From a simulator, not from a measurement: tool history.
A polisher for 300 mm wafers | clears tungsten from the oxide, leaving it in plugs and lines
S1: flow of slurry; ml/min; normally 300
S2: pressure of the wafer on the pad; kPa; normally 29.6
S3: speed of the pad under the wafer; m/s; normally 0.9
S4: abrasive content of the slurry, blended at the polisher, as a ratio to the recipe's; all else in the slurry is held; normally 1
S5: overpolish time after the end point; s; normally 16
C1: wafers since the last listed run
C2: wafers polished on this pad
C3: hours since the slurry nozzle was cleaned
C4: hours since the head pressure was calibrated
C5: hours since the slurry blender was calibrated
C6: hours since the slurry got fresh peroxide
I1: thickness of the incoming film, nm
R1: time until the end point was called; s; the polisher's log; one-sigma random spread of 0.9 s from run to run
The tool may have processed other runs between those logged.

{"run": 1, "hour": 0.0, "S1": 300, "S2": 29.6, "S3": 0.9, "S4": 1, "S5": 16, "C1": 0, "C2": 2662, "C3": 360.6, "C4": 173.7, "C5": 254.9, "C6": 283.9, "I1": 330.2, "R1": 63.2}
{"hour": 35.3, "done": "slurry tank refilled with fresh slurry and peroxide"}
{"hour": 85.2, "done": "slurry nozzle cleaned"}
{"run": 2, "hour": 92.9, "S1": 300, "S2": 29.6, "S3": 0.9, "S4": 1, "S5": 16, "C1": 1010, "C2": 3672, "C3": 7.7, "C4": 266.6, "C5": 347.8, "C6": 57.6, "I1": 329.6, "R1": 63.7}
{"hour": 127.5, "done": "worn pad replaced by a new one"}
{"hour": 146.1, "done": "slurry blender recalibrated"}
{"run": 3, "hour": 157.4, "S1": 300, "S2": 29.6, "S3": 0.9, "S4": 1, "S5": 16, "C1": 650, "C2": 310, "C3": 72.2, "C4": 331.1, "C5": 11.3, "C6": 122.1, "I1": 330.2, "R1": 65.2}
{"run": 4, "hour": 223.2, "S1": 300, "S2": 29.6, "S3": 0.9, "S4": 1, "S5": 20, "C1": 731, "C2": 1041, "C3": 138, "C4": 396.9, "C5": 77.1, "C6": 187.9, "I1": 324, "R1": 65.4}
{"run": 5, "hour": 286.9, "S1": 300, "S2": 29.6, "S3": 0.9, "S4": 1, "S5": 20, "C1": 707, "C2": 1749, "C3": 201.7, "C4": 460.6, "C5": 140.8, "C6": 251.6, "I1": 330.2, "R1": 68}
{"run": 6, "hour": 326.8, "S1": 300, "S2": 29.6, "S3": 0.9, "S4": 1, "S5": 20, "C1": 443, "C2": 2193, "C3": 241.6, "C4": 500.5, "C5": 180.7, "C6": 291.5, "I1": 323, "R1": 66.8}
{"hour": 370.2, "done": "slurry tank refilled with fresh slurry and peroxide"}
{"run": 7, "hour": 432.2, "S1": 300, "S2": 29.6, "S3": 0.9, "S4": 1, "S5": 16, "C1": 1160, "C2": 3353, "C3": 347, "C4": 605.9, "C5": 286.1, "C6": 62, "I1": 325.2, "R1": 66.9}
{"hour": 479.4, "done": "slurry blender recalibrated"}
{"run": 8, "hour": 508.5, "S1": 300, "S2": 29.6, "S3": 0.9, "S4": 1, "S5": 16, "C1": 825, "C2": 4179, "C3": 423.3, "C4": 682.2, "C5": 29.1, "C6": 138.3, "I1": 333.1, "R1": 68.7}
{"hour": 518.3, "done": "worn pad replaced by a new one"}
{"hour": 553.2, "done": "head pressure recalibrated"}
{"hour": 581.6, "done": "slurry nozzle cleaned"}
{"run": 9, "hour": 598.8, "S1": 300, "S2": 29.6, "S3": 0.9, "S4": 1, "S5": 16, "C1": 925, "C2": 861, "C3": 17.2, "C4": 45.6, "C5": 119.4, "C6": 228.6, "I1": 328.7, "R1": 63.9}
{"run": 10, "hour": 704.2, "S1": 300, "S2": 29.6, "S3": 0.9, "S4": 1, "S5": 16, "C1": 1171, "C2": 2032, "C3": 122.6, "C4": 151, "C5": 224.8, "C6": 334, "I1": 326, "R1": 64.7}
{"hour": 751.6, "done": "slurry tank refilled with fresh slurry and peroxide"}
{"run": 11, "hour": 807.4, "S1": 300, "S2": 24.8, "S3": 0.9, "S4": 1, "S5": 16, "C1": 1135, "C2": 3168, "C3": 225.8, "C4": 254.2, "C5": 328, "C6": 55.8, "I1": 329.7, "R1": 75.8}
{"hour": 844.0, "done": "slurry blender recalibrated"}
{"run": 12, "hour": 894.6, "S1": 300, "S2": 29.6, "S3": 0.9, "S4": 1, "S5": 16, "C1": 946, "C2": 4115, "C3": 313, "C4": 341.4, "C5": 50.6, "C6": 143, "I1": 332.7, "R1": 67.9}
{"hour": 928.1, "done": "worn pad replaced by a new one"}
{"run": 13, "hour": 965.1, "S1": 300, "S2": 29.6, "S3": 0.9, "S4": 1, "S5": 16, "C1": 739, "C2": 411, "C3": 383.5, "C4": 411.9, "C5": 121.1, "C6": 213.5, "I1": 326.9, "R1": 68}
{"run": 14, "hour": 1007.0, "S1": 300, "S2": 40, "S3": 0.9, "S4": 1.1, "S5": 16, "C1": 465, "C2": 877, "C3": 425.4, "C4": 453.8, "C5": 163, "C6": 255.4, "I1": 327.1, "R1": 50.2}
{"run": 15, "hour": 1054.6, "S1": 300, "S2": 29.6, "S3": 0.9, "S4": 1, "S5": 16, "C1": 529, "C2": 1406, "C3": 473, "C4": 501.4, "C5": 210.6, "C6": 303, "I1": 334.9, "R1": 69.2}
{"hour": 1080.9, "done": "slurry tank refilled with fresh slurry and peroxide"}
{"run": 16, "hour": 1117.0, "S1": 300, "S2": 34.5, "S3": 0.72, "S4": 1.15, "S5": 16, "C1": 682, "C2": 2088, "C3": 535.4, "C4": 563.8, "C5": 273, "C6": 36.1, "I1": 334.3, "R1": 73.1}
{"hour": 1136.2, "done": "slurry nozzle cleaned"}
{"hour": 1198.6, "done": "slurry blender recalibrated"}
{"hour": 1251.5, "done": "head pressure recalibrated"}
{"hour": 1277.2, "done": "worn pad replaced by a new one"}
{"hour": 1433.6, "done": "slurry tank refilled with fresh slurry and peroxide"}
{"run": 17, "hour": 1437.0, "S1": 345, "S2": 24.8, "S3": 0.9, "S4": 1.15, "S5": 16, "C1": 3445, "C2": 1764, "C3": 300.8, "C4": 185.5, "C5": 238.4, "C6": 3.4, "I1": 331, "R1": 73.9}
{"run": 18, "hour": 1473.1, "S1": 300, "S2": 25.5, "S3": 0.9, "S4": 0.8, "S5": 16, "C1": 401, "C2": 2165, "C3": 336.9, "C4": 221.6, "C5": 274.5, "C6": 39.5, "I1": 333.6, "R1": 79.6}
{"hour": 1526.9, "done": "slurry blender recalibrated"}
{"run": 19, "hour": 1534.2, "S1": 300, "S2": 29.6, "S3": 0.9, "S4": 1.15, "S5": 13, "C1": 656, "C2": 2822, "C3": 398, "C4": 282.7, "C5": 7.3, "C6": 100.6, "I1": 324.2, "R1": 63.5}
{"run": 20, "hour": 1598.6, "S1": 300, "S2": 29.6, "S3": 0.9, "S4": 1, "S5": 16, "C1": 715, "C2": 3538, "C3": 462.4, "C4": 347.1, "C5": 71.7, "C6": 165, "I1": 324.6, "R1": 66}
{"hour": 1631.6, "done": "worn pad replaced by a new one"}
{"run": 21, "hour": 1657.5, "S1": 300, "S2": 29.6, "S3": 0.7, "S4": 1.3, "S5": 16, "C1": 610, "C2": 287, "C3": 521.3, "C4": 406, "C5": 130.6, "C6": 223.9, "I1": 333, "R1": 85.2}
{"hour": 1659.0, "done": "slurry nozzle cleaned"}
{"run": 22, "hour": 1758.3, "S1": 300, "S2": 29.6, "S3": 0.9, "S4": 1, "S5": 16, "C1": 1109, "C2": 1396, "C3": 99.3, "C4": 506.8, "C5": 231.4, "C6": 324.7, "I1": 328.7, "R1": 69.2}
{"hour": 1799.5, "done": "slurry tank refilled with fresh slurry and peroxide"}
{"run": 23, "hour": 1825.0, "S1": 300, "S2": 24.8, "S3": 0.9, "S4": 0.75, "S5": 16, "C1": 730, "C2": 2127, "C3": 166, "C4": 573.5, "C5": 298.1, "C6": 25.5, "I1": 326.5, "R1": 85.7}

Alternative continuations, all from the tool just after run 23; predict every row:
{"run": "A", "hour": 1825.5, "S1": 300, "S2": 29.6, "S3": 0.9, "S4": 1, "S5": 16, "C1": 5, "C2": 2132, "C3": 166.5, "C4": 574, "C5": 298.6, "C6": 26, "I1": 325.3, "R1": "?"}
{"run": "B", "hour": 1825.5, "S1": 300, "S2": 29.6, "S3": 0.9, "S4": 1, "S5": 24, "C1": 5, "C2": 2132, "C3": 166.5, "C4": 574, "C5": 298.6, "C6": 26, "I1": 325.3, "R1": "?"}
{"run": "C", "hour": 1825.5, "S1": 300, "S2": 32.4, "S3": 0.9, "S4": 1, "S5": 16, "C1": 5, "C2": 2132, "C3": 166.5, "C4": 574, "C5": 298.6, "C6": 26, "I1": 325.3, "R1": "?"}
{"run": "D", "hour": 1825.5, "S1": 300, "S2": 29.6, "S3": 0.9, "S4": 1.3, "S5": 16, "C1": 5, "C2": 2132, "C3": 166.5, "C4": 574, "C5": 298.6, "C6": 26, "I1": 325.3, "R1": "?"}

run=A R1=68.7
run=B R1=68.7
run=C R1=63.4
run=D R1=64.8
Without the tool's hidden state the same runs would have given:
run=A R1=61.7
run=B R1=61.7
run=C R1=57
run=D R1=58.3

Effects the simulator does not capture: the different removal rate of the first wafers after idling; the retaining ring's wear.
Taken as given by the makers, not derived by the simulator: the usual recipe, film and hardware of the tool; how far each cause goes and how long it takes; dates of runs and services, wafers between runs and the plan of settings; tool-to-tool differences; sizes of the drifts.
